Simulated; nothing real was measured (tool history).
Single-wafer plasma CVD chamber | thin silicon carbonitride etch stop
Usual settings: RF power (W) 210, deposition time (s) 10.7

run,hour,RF power (W),deposition time (s),"read-back reference wafer on the same gauge, thickness_nm",mean film thickness on the monitor wafer (nm)
1,0.0,210,9.9,7.451,6.023
# hour 66.9: gauge calibrated
2,69.1,210,9.9,7.450,6.022
3,130.6,210,9.9,7.451,6.041
4,158.5,210,12.0,7.452,7.286
5,205.8,210,12.0,7.450,7.324
6,230.8,210,12.0,7.450,7.294
7,425.5,210,9.7,7.449,5.902
8,483.4,240,11.2,7.452,7.245
# hour 498.6: showerhead replaced
9,651.7,240,11.2,7.452,7.302
10,676.2,210,10.7,7.452,6.474
11,740.6,210,10.7,7.449,6.498
12,782.8,210,11.7,7.449,7.125
13,840.3,210,11.7,7.447,7.121
14,921.6,180,10.7,7.451,5.991
15,986.8,170,9.0,7.451,4.860

Forecast run 16:
# hour 1009.3: RF generator calibrated
16,1018.6,210,10.7,?,?

{"run 16": {"read-back reference wafer on the same gauge, thickness_nm": 7.45, "mean film thickness on the monitor wafer (nm)": 6.509}}
Without the tool's hidden state the same run would have given mean film thickness on the monitor wafer (nm) 6.509.

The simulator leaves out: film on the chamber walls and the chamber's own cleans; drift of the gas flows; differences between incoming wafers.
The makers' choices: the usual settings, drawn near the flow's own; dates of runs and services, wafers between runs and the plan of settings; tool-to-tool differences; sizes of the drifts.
